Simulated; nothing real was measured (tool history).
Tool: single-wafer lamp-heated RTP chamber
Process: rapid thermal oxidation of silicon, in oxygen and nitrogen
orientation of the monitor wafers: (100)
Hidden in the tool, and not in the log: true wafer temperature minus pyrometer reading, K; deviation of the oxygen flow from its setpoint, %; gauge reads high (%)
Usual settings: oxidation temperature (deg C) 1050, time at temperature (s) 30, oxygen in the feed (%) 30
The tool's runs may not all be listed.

run	hour	oxidation temperature (deg C)	time at temperature (s)	oxygen in the feed (%)	wafers since the last listed run	wafers since the last pyrometer calibration	hours since the oxygen flow controller was replaced	hours since the gauge calibration	read-back reference wafer on the same gauge, thickness	oxide thickness on the monitor wafer (Å)
1	0.0	1050	30	30	0	5865	1822.0	535.2	4.192	45.01
2	8.2	1050	30	30	83	5948	1830.2	543.4	4.188	45.54
3	25.0	1050	30	17	170	6118	1847.0	560.2	4.193	38.67
4	32.3	1050	30	17	74	6192	1854.3	567.5	4.188	38.19
5	41.7	1050	30	17	95	6288	1863.7	576.9	4.195	38.28
6	48.5	1050	35	30	68	6357	1870.5	583.7	4.194	48.73
7	55.6	1050	35	30	72	6429	1877.6	590.8	4.186	48.59
8	62.0	1050	30	30	64	6493	1884.0	597.2	4.189	45.59
# hour 70.6: oxygen flow controller replaced
9	72.4	1050	30	30	24	6518	1.8	607.6	4.190	45.31
# hour 76.5: gauge calibrated
10	81.4	1050	30	30	91	6609	10.8	4.9	4.190	45.95
# hour 91.8: pyrometer window cleaned and pyrometer calibrated
11	92.3	1050	30	30	29	4	21.7	15.8	4.192	47.13
12	98.1	1050	30	30	58	63	27.5	21.6	4.189	47.16
13	114.0	1073	34	30	161	224	43.4	37.5	4.191	57.50
14	123.5	1075	35	17	96	321	52.9	47.0	4.189	48.71
15	134.6	1050	30	40	112	433	64.0	58.1	4.187	52.36
16	151.1	1050	35	30	167	601	80.5	74.6	4.194	50.72
17	166.1	1050	30	30	152	753	95.5	89.6	4.193	47.64
18	180.6	1067	15	19	147	900	110.0	104.1	4.194	35.01
19	195.1	1050	30	30	147	1047	124.5	118.6	4.189	47.54
# hour 212.8: pyrometer window cleaned and pyrometer calibrated, repeated, since the last time left the tool worse
20	213.3	1050	30	30	103	5	142.7	136.8	4.192	43.83
21	220.8	1078	30	30	76	81	150.2	144.3	4.192	52.74
22	237.8	1023	30	30	172	253	167.2	161.3	4.191	37.45
23	255.6	1073	30	30	180	434	185.0	179.1	4.189	50.73
24	264.5	1032	30	17	90	524	193.9	188.0	4.194	33.21
25	271.2	1076	34	30	67	592	200.6	194.7	4.183	53.86
26	284.4	1026	30	30	133	726	213.8	207.9	4.190	37.41
27	296.2	1050	30	59	119	845	225.6	219.7	4.185	54.04
28	313.4	1075	35	17	174	1020	242.8	236.9	4.186	44.96
29	329.1	1073	30	20	159	1179	258.5	252.6	4.191	44.15
30	346.7	1050	30	48	178	1358	276.1	270.2	4.191	51.32
31	354.0	1066	30	17	74	1432	283.4	277.5	4.191	40.36
32	369.9	1041	22	30	161	1593	299.3	293.4	4.190	36.98
33	377.9	1061	30	30	81	1674	307.3	301.4	4.191	47.10
34	401.1	1050	18	30	235	1909	330.5	324.6	4.191	36.34
35	417.5	1038	44	49	166	2076	346.9	341.0	4.188	56.24
36	428.7	1037	24	17	113	2189	358.1	352.2	4.188	32.00
37	446.4	1076	41	60	179	2369	375.8	369.9	4.193	75.26

Forecast each of these 5 alternatives for the next run:
A	446.8	1050	30	30	4	2373	376.2	370.3	?	?
B	446.8	1050	30	22	4	2373	376.2	370.3	?	?
C	446.8	1031	35	40	4	2373	376.2	370.3	?	?
D	446.8	1064	44	30	4	2373	376.2	370.3	?	?
E	446.8	1050	36	30	4	2373	376.2	370.3	?	?

run	read-back reference wafer on the same gauge, thickness	oxide thickness on the monitor wafer (Å)
A	4.195	44.00
B	4.195	39.98
C	4.195	45.48
D	4.195	56.32
E	4.195	47.34
Without the tool's hidden state the same runs would have given:
run	oxide thickness on the monitor wafer (Å)
A	43.75
B	39.76
C	45.21
D	55.98
E	47.06

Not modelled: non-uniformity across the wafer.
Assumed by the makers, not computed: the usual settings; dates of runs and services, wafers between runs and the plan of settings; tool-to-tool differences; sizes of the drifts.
